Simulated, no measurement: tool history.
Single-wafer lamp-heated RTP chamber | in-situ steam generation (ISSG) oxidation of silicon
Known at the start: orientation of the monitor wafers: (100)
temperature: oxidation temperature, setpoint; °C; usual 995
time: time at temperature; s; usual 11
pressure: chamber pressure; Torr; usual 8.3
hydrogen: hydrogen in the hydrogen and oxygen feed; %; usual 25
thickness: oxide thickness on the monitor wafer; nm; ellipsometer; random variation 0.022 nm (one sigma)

| run | hour | temperature | time | pressure | hydrogen | wafers since the last listed run | wafers since the last pyrometer calibration | hours since the pressure gauge was zeroed | hours since the hydrogen flow controller was replaced | hours since the gauge calibration | read-back reference wafer on the same gauge, thickness | thickness |
|---|---|---|---|---|---|---|---|---|---|---|---|---|
| 1 | 0.0 | 995 | 11 | 8.3 | 25 | 0 | 1755 | 3187.9 | 3860.3 | 334.3 | 4.278 | 4.161 |
| 2 | 48.3 | 995 | 11 | 8.3 | 25 | 572 | 2328 | 3236.2 | 3908.6 | 382.6 | 4.284 | 4.183 |
| 3 | 79.7 | 995 | 11 | 8.8 | 25 | 371 | 2700 | 3267.6 | 3940.0 | 414.0 | 4.283 | 4.124 |
| 4 | 105.4 | 995 | 11 | 8.8 | 25 | 304 | 3004 | 3293.3 | 3965.7 | 439.7 | 4.289 | 4.175 |
|  | 127.7 | pyrometer window cleaned and pyrometer calibrated |
| 5 | 152.0 | 995 | 11 | 8.8 | 25 | 457 | 288 | 3339.9 | 4012.3 | 486.3 | 4.286 | 4.165 |
| 6 | 199.2 | 995 | 11 | 8.3 | 25 | 559 | 847 | 3387.1 | 4059.5 | 533.5 | 4.300 | 4.206 |
| 7 | 241.9 | 995 | 11 | 8.3 | 25 | 505 | 1353 | 3429.8 | 4102.2 | 576.2 | 4.298 | 4.190 |
| 8 | 307.6 | 995 | 11 | 8.3 | 25 | 778 | 2131 | 3495.5 | 4167.9 | 641.9 | 4.312 | 4.181 |
|  | 348.8 | pyrometer window cleaned and pyrometer calibrated |
| 9 | 354.1 | 995 | 11 | 8.3 | 25 | 456 | 62 | 3542.0 | 4214.4 | 688.4 | 4.324 | 4.177 |
| 10 | 463.9 | 995 | 11 | 8.3 | 25 | 1300 | 1363 | 3651.8 | 4324.2 | 798.2 | 4.329 | 4.264 |
| 11 | 534.1 | 995 | 11 | 8.3 | 25 | 831 | 2195 | 3722.0 | 4394.4 | 868.4 | 4.347 | 4.213 |
|  | 580.4 | pyrometer window cleaned and pyrometer calibrated |
| 12 | 582.2 | 995 | 11 | 8.3 | 19 | 475 | 20 | 3770.1 | 4442.5 | 916.5 | 4.344 | 3.953 |
| 13 | 616.7 | 988 | 11 | 8.9 | 32 | 408 | 429 | 3804.6 | 4477.0 | 951.0 | 4.357 | 4.451 |
|  | 671.3 | hydrogen flow controller replaced |
| 14 | 678.5 | 1008 | 11 | 8.3 | 28 | 637 | 1066 | 3866.4 | 7.2 | 1012.8 | 4.373 | 4.611 |
|  | 716.8 | gauge calibrated |
|  | 810.1 | pyrometer window cleaned and pyrometer calibrated |
| 15 | 810.6 | 995 | 11 | 8.3 | 25 | 1470 | 6 | 3998.5 | 139.3 | 93.8 | 4.256 | 4.133 |
| 16 | 873.6 | 1011 | 12 | 7.5 | 20 | 746 | 752 | 4061.5 | 202.3 | 156.8 | 4.248 | 4.262 |
| 17 | 912.1 | 995 | 11 | 8.3 | 22 | 456 | 1208 | 4100.0 | 240.8 | 195.3 | 4.251 | 3.994 |
|  | 924.4 | pressure gauge zeroed |
| 18 | 977.1 | 995 | 11 | 8.3 | 25 | 675 | 1883 | 52.7 | 305.8 | 260.3 | 4.254 | 4.147 |
|  | 1021.0 | pyrometer window cleaned and pyrometer calibrated |
| 19 | 1021.5 | 981 | 11 | 7.2 | 25 | 431 | 6 | 97.1 | 350.2 | 304.7 | 4.261 | 3.942 |
| 20 | 1075.5 | 995 | 15 | 9.5 | 25 | 639 | 646 | 151.1 | 404.2 | 358.7 | 4.266 | 4.627 |
| 21 | 1099.6 | 995 | 11 | 8.3 | 25 | 285 | 931 | 175.2 | 428.3 | 382.8 | 4.262 | 4.154 |
| 22 | 1160.6 | 979 | 8 | 7.9 | 25 | 722 | 1654 | 236.2 | 489.3 | 443.8 | 4.266 | 3.503 |
| 23 | 1220.9 | 995 | 11 | 8.3 | 25 | 714 | 2368 | 296.5 | 549.6 | 504.1 | 4.276 | 4.144 |

3 ways to go on from here, each from the tool as it stands after run 23. What would each give?
| A | 1221.3 | 995 | 11 | 8.3 | 25 | 4 | 2373 | 296.9 | 550.0 | 504.5 | ? | ? |
| B | 1221.3 | 975 | 11 | 8.3 | 16 | 4 | 2373 | 296.9 | 550.0 | 504.5 | ? | ? |
| C | 1221.3 | 1003 | 8 | 6.9 | 28 | 4 | 2373 | 296.9 | 550.0 | 504.5 | ? | ? |

| run | read-back reference wafer on the same gauge, thickness | thickness |
|---|---|---|
| A | 4.286 | 4.152 |
| B | 4.286 | 3.499 |
| C | 4.286 | 3.868 |
Without the tool's hidden state the same runs would have given:
| run | thickness |
|---|---|
| A | 4.137 |
| B | 3.486 |
| C | 3.854 |
